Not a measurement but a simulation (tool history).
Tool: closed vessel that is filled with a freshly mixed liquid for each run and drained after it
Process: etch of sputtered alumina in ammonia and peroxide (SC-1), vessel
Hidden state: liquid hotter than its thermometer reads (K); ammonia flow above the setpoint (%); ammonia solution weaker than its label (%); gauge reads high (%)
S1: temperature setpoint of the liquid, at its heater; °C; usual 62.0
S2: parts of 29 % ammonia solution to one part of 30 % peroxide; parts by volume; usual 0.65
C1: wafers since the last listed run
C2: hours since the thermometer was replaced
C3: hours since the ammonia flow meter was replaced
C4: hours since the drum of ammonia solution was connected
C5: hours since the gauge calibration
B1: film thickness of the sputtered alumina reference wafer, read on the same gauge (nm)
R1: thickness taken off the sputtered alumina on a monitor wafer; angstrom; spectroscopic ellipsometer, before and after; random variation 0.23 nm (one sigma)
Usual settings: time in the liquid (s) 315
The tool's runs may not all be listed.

run 1 hour=0.0 | S1=62.0 S2=0.65 time_in_the_liquid_(s)=390 | C1=0 C2=1298.0 C3=769.2 C4=568.9 C5=308.6 | B1=30.00 | R1=488.8
run 2 hour=8.2 | S1=62.0 S2=0.65 time_in_the_liquid_(s)=390 | C1=909 C2=1306.2 C3=777.4 C4=577.1 C5=316.8 | B1=30.01 | R1=486.4
run 3 hour=25.8 | S1=62.0 S2=0.65 time_in_the_liquid_(s)=315 | C1=1951 C2=1323.8 C3=795.0 C4=594.7 C5=334.4 | B1=30.01 | R1=398.9
run 4 hour=41.0 | S1=62.0 S2=0.65 time_in_the_liquid_(s)=315 | C1=1685 C2=1339.0 C3=810.2 C4=609.9 C5=349.6 | B1=30.01 | R1=401.9
run 5 hour=50.3 | S1=62.0 S2=0.65 time_in_the_liquid_(s)=315 | C1=1031 C2=1348.3 C3=819.5 C4=619.2 C5=358.9 | B1=30.00 | R1=395.3
run 6 hour=68.2 | S1=62.0 S2=0.65 time_in_the_liquid_(s)=315 | C1=1985 C2=1366.2 C3=837.4 C4=637.1 C5=376.8 | B1=30.00 | R1=398.6
run 7 hour=83.8 | S1=62.0 S2=0.65 time_in_the_liquid_(s)=315 | C1=1729 C2=1381.8 C3=853.0 C4=652.7 C5=392.4 | B1=30.01 | R1=402.8
-- hour=88.8 new drum of ammonia solution connected
run 8 hour=90.5 | S1=62.0 S2=0.65 time_in_the_liquid_(s)=315 | C1=632 C2=1388.5 C3=859.7 C4=1.7 C5=399.1 | B1=30.00 | R1=400.8
run 9 hour=104.4 | S1=62.0 S2=0.45 time_in_the_liquid_(s)=315 | C1=1541 C2=1402.4 C3=873.6 C4=15.6 C5=413.0 | B1=29.98 | R1=382.8
run 10 hour=119.6 | S1=62.0 S2=0.45 time_in_the_liquid_(s)=315 | C1=1685 C2=1417.6 C3=888.8 C4=30.8 C5=428.2 | B1=30.01 | R1=386.6
-- hour=122.9 ammonia flow meter replaced
run 11 hour=136.0 | S1=62.0 S2=0.90 time_in_the_liquid_(s)=315 | C1=1707 C2=1434.0 C3=13.1 C4=47.2 C5=444.6 | B1=30.01 | R1=419.6
run 12 hour=151.5 | S1=62.0 S2=0.90 time_in_the_liquid_(s)=315 | C1=1718 C2=1449.5 C3=28.6 C4=62.7 C5=460.1 | B1=30.00 | R1=414.9
run 13 hour=164.7 | S1=62.0 S2=0.65 time_in_the_liquid_(s)=315 | C1=1463 C2=1462.7 C3=41.8 C4=75.9 C5=473.3 | B1=30.01 | R1=403.5
run 14 hour=178.4 | S1=54.0 S2=0.85 time_in_the_liquid_(s)=175 | C1=1519 C2=1476.4 C3=55.5 C4=89.6 C5=487.0 | B1=30.00 | R1=151.5
-- hour=189.5 thermometer replaced
-- hour=192.0 gauge calibrated
run 15 hour=192.6 | S1=54.0 S2=0.65 time_in_the_liquid_(s)=315 | C1=1463 C2=3.1 C3=69.7 C4=103.8 C5=0.6 | B1=30.00 | R1=286.6
run 16 hour=210.5 | S1=53.0 S2=0.80 time_in_the_liquid_(s)=435 | C1=1985 C2=21.0 C3=87.6 C4=121.7 C5=18.5 | B1=29.99 | R1=379.3
run 17 hour=224.8 | S1=70.0 S2=0.85 time_in_the_liquid_(s)=385 | C1=1585 C2=35.3 C3=101.9 C4=136.0 C5=32.8 | B1=30.01 | R1=787.2
run 18 hour=240.1 | S1=56.0 S2=0.75 time_in_the_liquid_(s)=315 | C1=1696 C2=50.6 C3=117.2 C4=151.3 C5=48.1 | B1=30.02 | R1=319.2
run 19 hour=253.1 | S1=62.0 S2=0.65 time_in_the_liquid_(s)=315 | C1=1441 C2=63.6 C3=130.2 C4=164.3 C5=61.1 | B1=30.00 | R1=431.6
run 20 hour=261.9 | S1=62.0 S2=0.65 time_in_the_liquid_(s)=245 | C1=975 C2=72.4 C3=139.0 C4=173.1 C5=69.9 | B1=30.01 | R1=335.5
-- hour=271.8 thermometer replaced, repeated, since the last time left the tool worse
run 21 hour=272.3 | S1=54.5 S2=0.90 time_in_the_liquid_(s)=155 | C1=1042 C2=0.5 C3=149.4 C4=183.5 C5=80.3 | B1=30.02 | R1=127.1
run 22 hour=281.7 | S1=68.5 S2=0.65 time_in_the_liquid_(s)=175 | C1=1042 C2=9.9 C3=158.8 C4=192.9 C5=89.7 | B1=30.01 | R1=285.5
run 23 hour=288.6 | S1=58.0 S2=0.75 time_in_the_liquid_(s)=475 | C1=765 C2=16.8 C3=165.7 C4=199.8 C5=96.6 | B1=30.01 | R1=464.9
run 24 hour=304.1 | S1=56.0 S2=0.75 time_in_the_liquid_(s)=390 | C1=1718 C2=32.3 C3=181.2 C4=215.3 C5=112.1 | B1=30.01 | R1=338.4
run 25 hour=318.2 | S1=62.0 S2=0.65 time_in_the_liquid_(s)=175 | C1=1563 C2=46.4 C3=195.3 C4=229.4 C5=126.2 | B1=30.00 | R1=206.8
run 26 hour=326.9 | S1=67.5 S2=0.75 time_in_the_liquid_(s)=235 | C1=964 C2=55.1 C3=204.0 C4=238.1 C5=134.9 | B1=30.02 | R1=370.3
run 27 hour=333.5 | S1=62.0 S2=0.65 time_in_the_liquid_(s)=315 | C1=731 C2=61.7 C3=210.6 C4=244.7 C5=141.5 | B1=29.99 | R1=374.6
run 28 hour=351.4 | S1=62.0 S2=0.65 time_in_the_liquid_(s)=315 | C1=1985 C2=79.6 C3=228.5 C4=262.6 C5=159.4 | B1=30.00 | R1=370.2

4 ways to go on from here, each from the tool as it stands after run 28. What would each give?
run A hour=352.1 | S1=62.0 S2=0.65 time_in_the_liquid_(s)=150 | C1=77 C2=80.3 C3=229.2 C4=263.3 C5=160.1 | B1=? | R1=?
run B hour=352.1 | S1=70.0 S2=0.35 time_in_the_liquid_(s)=170 | C1=77 C2=80.3 C3=229.2 C4=263.3 C5=160.1 | B1=? | R1=?
run C hour=352.1 | S1=59.5 S2=0.90 time_in_the_liquid_(s)=315 | C1=77 C2=80.3 C3=229.2 C4=263.3 C5=160.1 | B1=? | R1=?
run D hour=352.1 | S1=70.0 S2=0.80 time_in_the_liquid_(s)=150 | C1=77 C2=80.3 C3=229.2 C4=263.3 C5=160.1 | B1=? | R1=?

run=A B1=29.99 R1=177.0
run=B B1=29.99 R1=280.4
run=C B1=29.99 R1=337.4
run=D B1=29.99 R1=267.4
Without the tool's hidden state the same runs would have given:
run=A R1=174.0
run=B R1=276.0
run=C R1=331.7
run=D R1=263.2

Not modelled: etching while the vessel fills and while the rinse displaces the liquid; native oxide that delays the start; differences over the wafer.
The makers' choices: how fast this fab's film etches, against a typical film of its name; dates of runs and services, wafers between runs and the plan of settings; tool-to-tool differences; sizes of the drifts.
